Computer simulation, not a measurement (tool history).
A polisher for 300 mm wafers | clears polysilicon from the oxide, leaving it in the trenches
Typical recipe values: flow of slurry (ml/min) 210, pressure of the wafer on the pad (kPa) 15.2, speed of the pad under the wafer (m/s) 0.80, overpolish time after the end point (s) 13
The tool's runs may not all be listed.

| run | hour | flow of slurry (ml/min) | pressure of the wafer on the pad (kPa) | speed of the pad under the wafer (m/s) | overpolish time after the end point (s) | incoming thickness of the incoming film, nm | time until the end point was called (s) | dishing of a wide line in a test structure (angstrom) |
|---|---|---|---|---|---|---|---|---|
| 1 | 0.0 | 210 | 15.2 | 0.80 | 13 | 709.8 | 84.2 | 412 |
|  | 4.4 | worn pad replaced by a new one |
| 2 | 57.0 | 260 | 15.2 | 0.80 | 13 | 711.8 | 80.0 | 412 |
| 3 | 124.1 | 260 | 15.2 | 0.80 | 13 | 712.0 | 80.2 | 404 |
|  | 136.9 | worn pad replaced by a new one |
| 4 | 150.0 | 210 | 15.2 | 0.80 | 7 | 710.6 | 83.9 | 333 |
| 5 | 217.2 | 210 | 15.2 | 0.80 | 7 | 710.1 | 85.4 | 338 |
|  | 248.1 | head pressure recalibrated |
|  | 273.4 | worn pad replaced by a new one |
| 6 | 279.1 | 210 | 15.2 | 0.80 | 7 | 722.1 | 90.0 | 326 |
| 7 | 321.8 | 210 | 11.7 | 0.80 | 13 | 732.0 | 117.6 | 362 |
| 8 | 363.5 | 250 | 10.3 | 0.94 | 6 | 715.2 | 107.6 | 269 |
|  | 365.2 | slurry nozzle cleaned |
|  | 389.0 | worn pad replaced by a new one |
| 9 | 434.4 | 210 | 15.2 | 0.80 | 13 | 716.4 | 83.0 | 416 |
| 10 | 473.1 | 210 | 17.2 | 0.80 | 13 | 716.3 | 73.8 | 402 |
| 11 | 499.7 | 245 | 12.4 | 0.60 | 8 | 704.8 | 128.6 | 271 |
|  | 538.4 | worn pad replaced by a new one |
| 12 | 554.8 | 165 | 17.2 | 0.80 | 13 | 706.6 | 74.5 | 416 |
| 13 | 597.8 | 245 | 12.4 | 0.80 | 10 | 722.6 | 103.8 | 351 |
| 14 | 666.0 | 255 | 15.2 | 0.80 | 13 | 705.2 | 78.7 | 409 |

Table of differences, measured result less the result of that run with no hidden state. Run-to-run variation is the same in both. Gauge scatter possibly is not:
Hidden conditions of the tool in this case: removal rate lost through wear of the pad, %; slurry flow missing at the pad, %; deviation of the head's pressure from its setpoint, %.
| run | time until the end point was called (s) | dishing of a wide line in a test structure (angstrom) |
|---|---|---|
| 1 | +1.1 | -1 |
| 2 | +1.1 | -1 |
| 3 | +1.6 | -2 |
| 4 | +2.3 | -4 |
| 5 | +3.2 | -6 |
| 6 | +4.4 | -7 |
| 7 | +6.8 | -7 |
| 8 | +6.3 | -10 |
| 9 | +0.2 | +0 |
| 10 | +0.3 | +0 |
| 11 | +0.5 | -1 |
| 12 | +0.5 | -1 |
| 13 | +0.8 | -1 |
| 14 | +0.8 | +0 |
